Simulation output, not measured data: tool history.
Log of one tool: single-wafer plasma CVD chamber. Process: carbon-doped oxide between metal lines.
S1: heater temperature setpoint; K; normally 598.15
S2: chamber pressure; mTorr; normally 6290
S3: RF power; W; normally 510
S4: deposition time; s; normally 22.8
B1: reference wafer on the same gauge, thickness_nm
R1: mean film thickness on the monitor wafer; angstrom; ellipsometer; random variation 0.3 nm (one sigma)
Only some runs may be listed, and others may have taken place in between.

Run 1, hour 0.0: usual settings; B1 145.976. Result: R1 1242.02 angstrom.
Run 2, hour 68.2: usual settings; B1 145.999. Result: R1 1239.40 angstrom.
At hour 76.2: RF generator calibrated.
Run 3, hour 387.8: usual settings; B1 145.976. Result: R1 1196.88 angstrom.
Run 4, hour 505.8: usual settings; B1 146.032. Result: R1 1190.66 angstrom.
At hour 532.5: RF generator calibrated, repeated, since the last time left the tool worse.
Run 5, hour 549.9: usual settings; B1 145.978. Result: R1 1276.92 angstrom.
Run 6, hour 697.5: usual settings; B1 145.984. Result: R1 1271.03 angstrom.
Run 7, hour 756.1: usual settings but S3 570 W; B1 145.977. Result: R1 1362.06 angstrom.
At hour 772.7: gauge calibrated.
Run 8, hour 824.1: usual settings but S3 570 W; B1 145.995. Result: R1 1358.77 angstrom.
At hour 1142.2: capacitance manometer re-zeroed and calibrated.
Run 9, hour 1146.7: usual settings but S3 570 W; B1 146.056. Result: R1 1341.56 angstrom.
Run 10, hour 1185.4: usual settings but S1 591.15 K, S3 605 W; B1 146.013. Result: R1 1441.27 angstrom.
Run 11, hour 1243.5: usual settings; B1 146.005. Result: R1 1249.95 angstrom.
At hour 1263.4: RF generator calibrated.
Run 12, hour 1316.5: usual settings but S1 610.15 K, S2 7370 mTorr, S3 590 W, S4 19.9 s; B1 145.975. Result: R1 1176.10 angstrom.
Run 13, hour 1382.0: usual settings; B1 145.970. Result: R1 1269.91 angstrom.
Run 14, hour 1426.0: usual settings but S1 590.15 K, S3 610 W, S4 19.2 s; B1 145.988. Result: R1 1250.69 angstrom.
Run 15, hour 1477.0: usual settings but S4 27.3 s; B1 145.943. Result: R1 1509.00 angstrom.
Run 16, hour 1518.9: usual settings but S2 6790 mTorr, S3 410 W, S4 27.1 s; B1 145.952. Result: R1 1276.65 angstrom.
Run 17, hour 1616.1: usual settings but S4 21.0 s; B1 145.953. Result: R1 1160.74 angstrom.
Run 18, hour 1690.5: usual settings but S1 613.15 K; B1 146.001. Result: R1 1181.73 angstrom.
At hour 1732.5: thermocouple changed; heater temperature recalibrated.
Run 19, hour 1737.0: usual settings but S1 610.15 K, S3 550 W; B1 146.039. Result: R1 1255.51 angstrom.
Run 20, hour 1795.6: usual settings but S1 588.15 K, S3 585 W; B1 145.988. Result: R1 1432.50 angstrom.
At hour 1845.6: showerhead replaced.
Run 21, hour 1891.1: usual settings but S2 5760 mTorr, S3 550 W, S4 21.0 s; B1 146.050. Result: R1 1199.17 angstrom.
Run 22, hour 1934.2: usual settings; B1 145.986. Result: R1 1242.41 angstrom.
At hour 1981.1: RF generator calibrated.
Run 23, hour 1988.3: usual settings but S1 593.15 K, S2 7860 mTorr, S3 580 W, S4 24.9 s; B1 145.930. Result: R1 1572.94 angstrom.
Run 24, hour 2087.2: usual settings; B1 145.985. Result: R1 1270.66 angstrom.
Run 25, hour 2194.7: usual settings but S1 591.15 K, S2 4930 mTorr; B1 145.930. Result: R1 1272.17 angstrom.
Run 26, hour 2287.0: usual settings but S1 604.15 K, S3 475 W, S4 25.1 s; B1 146.074. Result: R1 1289.18 angstrom.
Run 27, hour 2363.7: usual settings but S1 603.15 K; B1 145.908. Result: R1 1227.78 angstrom.
Run 28, hour 2465.1: usual settings but S4 21.3 s; B1 146.012. Result: R1 1172.65 angstrom.
Run 29, hour 2543.6: usual settings but S3 425 W; B1 145.999. Result: R1 1097.92 angstrom.

Consider 3 possible next runs. They are alternatives, not a sequence: every one starts from the tool as it was left by run 29. What does each give?
Run A, hour 2544.0: usual settings; B1 ?. Result: R1 ?.
Run B, hour 2544.0: usual settings but S1 585.15 K; B1 ?. Result: R1 ?.
Run C, hour 2544.0: usual settings but S1 588.15 K, S2 7710 mTorr, S3 550 W, S4 24.9 s; B1 ?. Result: R1 ?.

run       B1       R1
  A  146.002  1254.28
  B  146.002  1330.93
  C  146.002  1524.88
Without the tool's hidden state the same runs would have given:
run       R1
  A  1279.73
  B  1357.94
  C  1555.49
